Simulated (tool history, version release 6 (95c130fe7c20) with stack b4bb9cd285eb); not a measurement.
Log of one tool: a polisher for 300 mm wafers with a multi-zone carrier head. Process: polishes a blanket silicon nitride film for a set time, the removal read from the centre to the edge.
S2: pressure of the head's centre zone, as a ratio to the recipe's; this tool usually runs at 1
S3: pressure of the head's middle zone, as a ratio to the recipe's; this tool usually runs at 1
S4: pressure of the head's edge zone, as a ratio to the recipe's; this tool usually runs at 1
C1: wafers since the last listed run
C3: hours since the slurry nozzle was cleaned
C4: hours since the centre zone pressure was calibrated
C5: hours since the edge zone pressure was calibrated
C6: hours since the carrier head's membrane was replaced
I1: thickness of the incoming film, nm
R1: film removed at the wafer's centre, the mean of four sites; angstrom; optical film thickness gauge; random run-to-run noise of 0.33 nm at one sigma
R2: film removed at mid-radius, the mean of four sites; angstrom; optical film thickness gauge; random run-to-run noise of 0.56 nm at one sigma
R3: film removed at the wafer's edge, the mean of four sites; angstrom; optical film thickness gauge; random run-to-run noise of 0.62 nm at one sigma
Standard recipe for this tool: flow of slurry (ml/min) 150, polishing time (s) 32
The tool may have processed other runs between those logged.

run 1 hour=0 | flow_of_slurry_(ml/min)=150 S2=1 S3=1 S4=1 polishing_time_(s)=32 | C1=0 wafers_polished_on_this_pad=89 C3=418.6 C4=1608.5 C5=132.2 C6=1952.2 | I1=498.7 | R1=436 R2=437 R3=422
run 2 hour=10.2 | flow_of_slurry_(ml/min)=150 S2=1 S3=1 S4=1 polishing_time_(s)=32 | C1=140 wafers_polished_on_this_pad=229 C3=428.8 C4=1618.7 C5=142.4 C6=1962.4 | I1=491.4 | R1=425 R2=436 R3=438
-- hour=11.5 slurry nozzle cleaned
run 3 hour=27.4 | flow_of_slurry_(ml/min)=150 S2=1 S3=1 S4=1 polishing_time_(s)=32 | C1=222 wafers_polished_on_this_pad=452 C3=15.9 C4=1635.9 C5=159.6 C6=1979.6 | I1=483.5 | R1=448 R2=444 R3=434
run 4 hour=43 | flow_of_slurry_(ml/min)=150 S2=1 S3=1 S4=1 polishing_time_(s)=32 | C1=214 wafers_polished_on_this_pad=666 C3=31.5 C4=1651.5 C5=175.2 C6=1995.2 | I1=486.7 | R1=445 R2=449 R3=418
-- hour=58.2 centre zone pressure recalibrated
run 5 hour=58.9 | flow_of_slurry_(ml/min)=150 S2=1 S3=1 S4=1 polishing_time_(s)=32 | C1=190 wafers_polished_on_this_pad=857 C3=47.4 C4=0.7 C5=191.1 C6=2011.1 | I1=489 | R1=436 R2=439 R3=431
run 6 hour=69.6 | flow_of_slurry_(ml/min)=190 S2=1.06 S3=1 S4=1.06 polishing_time_(s)=22 | C1=146 wafers_polished_on_this_pad=1004 C3=58.1 C4=11.4 C5=201.8 C6=2021.8 | I1=494.3 | R1=332 R2=307 R3=297
-- hour=78.5 worn pad replaced by a new one
run 7 hour=79 | flow_of_slurry_(ml/min)=165 S2=1 S3=1 S4=1 polishing_time_(s)=32 | C1=74 wafers_polished_on_this_pad=6 C3=67.5 C4=20.8 C5=211.2 C6=2031.2 | I1=486.3 | R1=464 R2=468 R3=448
run 8 hour=93.1 | flow_of_slurry_(ml/min)=150 S2=0.93 S3=1.04 S4=1 polishing_time_(s)=32 | C1=193 wafers_polished_on_this_pad=200 C3=81.6 C4=34.9 C5=225.3 C6=2045.3 | I1=487.6 | R1=425 R2=469 R3=448
run 9 hour=109.8 | flow_of_slurry_(ml/min)=150 S2=1 S3=1 S4=1 polishing_time_(s)=32 | C1=229 wafers_polished_on_this_pad=429 C3=98.3 C4=51.6 C5=242 C6=2062 | I1=496.8 | R1=451 R2=443 R3=444
run 10 hour=118.3 | flow_of_slurry_(ml/min)=190 S2=1 S3=1 S4=1 polishing_time_(s)=32 | C1=116 wafers_polished_on_this_pad=546 C3=106.8 C4=60.1 C5=250.5 C6=2070.5 | I1=496.1 | R1=460 R2=462 R3=448
run 11 hour=131 | flow_of_slurry_(ml/min)=150 S2=1 S3=1 S4=1 polishing_time_(s)=32 | C1=174 wafers_polished_on_this_pad=720 C3=119.5 C4=72.8 C5=263.2 C6=2083.2 | I1=490.3 | R1=440 R2=439 R3=439
run 12 hour=137.2 | flow_of_slurry_(ml/min)=130 S2=0.89 S3=1 S4=1.08 polishing_time_(s)=32 | C1=85 wafers_polished_on_this_pad=805 C3=125.7 C4=79 C5=269.4 C6=2089.4 | I1=495.9 | R1=380 R2=431 R3=437
-- hour=156.1 edge zone pressure recalibrated
run 13 hour=156.6 | flow_of_slurry_(ml/min)=150 S2=1 S3=1 S4=1 polishing_time_(s)=32 | C1=238 wafers_polished_on_this_pad=1044 C3=145.1 C4=98.4 C5=0.5 C6=2108.8 | I1=489.5 | R1=433 R2=444 R3=423
run 14 hour=166.2 | flow_of_slurry_(ml/min)=150 S2=1 S3=1 S4=1 polishing_time_(s)=32 | C1=131 wafers_polished_on_this_pad=1176 C3=154.7 C4=108 C5=10.1 C6=2118.4 | I1=484.5 | R1=428 R2=440 R3=416
run 15 hour=176.9 | flow_of_slurry_(ml/min)=105 S2=0.96 S3=1 S4=0.93 polishing_time_(s)=21 | C1=146 wafers_polished_on_this_pad=1323 C3=165.4 C4=118.7 C5=20.8 C6=2129.1 | I1=488.4 | R1=247 R2=256 R3=251
-- hour=181.8 worn pad replaced by a new one
-- hour=205.5 carrier head's membrane replaced by a new one
run 16 hour=216.5 | flow_of_slurry_(ml/min)=150 S2=1 S3=1 S4=1 polishing_time_(s)=32 | C1=420 wafers_polished_on_this_pad=408 C3=205 C4=158.3 C5=60.4 C6=11 | I1=490 | R1=440 R2=443 R3=428
run 17 hour=229.6 | flow_of_slurry_(ml/min)=110 S2=1 S3=0.89 S4=1 polishing_time_(s)=32 | C1=179 wafers_polished_on_this_pad=588 C3=218.1 C4=171.4 C5=73.5 C6=24.1 | I1=490.6 | R1=405 R2=369 R3=405
run 18 hour=236.1 | flow_of_slurry_(ml/min)=150 S2=1 S3=1 S4=1.09 polishing_time_(s)=26 | C1=89 wafers_polished_on_this_pad=677 C3=224.6 C4=177.9 C5=80 C6=30.6 | I1=484.5 | R1=355 R2=359 R3=362
run 19 hour=252.9 | flow_of_slurry_(ml/min)=150 S2=1 S3=1 S4=1.03 polishing_time_(s)=32 | C1=230 wafers_polished_on_this_pad=908 C3=241.4 C4=194.7 C5=96.8 C6=47.4 | I1=488.5 | R1=423 R2=423 R3=420
-- hour=263.8 worn pad replaced by a new one
run 20 hour=266.8 | flow_of_slurry_(ml/min)=150 S2=1 S3=1 S4=1 polishing_time_(s)=22 | C1=135 wafers_polished_on_this_pad=41 C3=255.3 C4=208.6 C5=110.7 C6=61.3 | I1=488.8 | R1=310 R2=307 R3=306
run 21 hour=284.5 | flow_of_slurry_(ml/min)=150 S2=1 S3=1 S4=1 polishing_time_(s)=32 | C1=243 wafers_polished_on_this_pad=284 C3=273 C4=226.3 C5=128.4 C6=79 | I1=489.9 | R1=450 R2=446 R3=432
run 22 hour=297.9 | flow_of_slurry_(ml/min)=100 S2=0.96 S3=1 S4=1 polishing_time_(s)=32 | C1=184 wafers_polished_on_this_pad=468 C3=286.4 C4=239.7 C5=141.8 C6=92.4 | I1=479.7 | R1=385 R2=397 R3=407

The same runs without the tool's hidden state, with the same run-to-run variation:
The tool's hidden condition here consists of: removal rate lost through wear of the pad, %; slurry flow missing at the pad, %; deviation of the centre zone's pressure from its setpoint, %; deviation of the edge zone's pressure from its setpoint, %.
run=1 R1=464 R2=462 R3=440
run=2 R1=457 R2=466 R3=462
run=3 R1=463 R2=459 R3=448
run=4 R1=465 R2=470 R3=437
run=5 R1=461 R2=464 R3=456
run=6 R1=354 R2=327 R3=317
run=7 R1=466 R2=470 R3=450
run=8 R1=432 R2=477 R3=455
run=9 R1=465 R2=456 R3=456
run=10 R1=477 R2=479 R3=463
run=11 R1=461 R2=460 R3=459
run=12 R1=400 R2=454 R3=460
run=13 R1=464 R2=475 R3=452
run=14 R1=462 R2=474 R3=448
run=15 R1=270 R2=279 R3=273
run=16 R1=459 R2=462 R3=445
run=17 R1=430 R2=390 R3=427
run=18 R1=377 R2=380 R3=383
run=19 R1=456 R2=455 R3=450
run=20 R1=317 R2=314 R3=311
run=21 R1=468 R2=463 R3=446
run=22 R1=410 R2=421 R3=427

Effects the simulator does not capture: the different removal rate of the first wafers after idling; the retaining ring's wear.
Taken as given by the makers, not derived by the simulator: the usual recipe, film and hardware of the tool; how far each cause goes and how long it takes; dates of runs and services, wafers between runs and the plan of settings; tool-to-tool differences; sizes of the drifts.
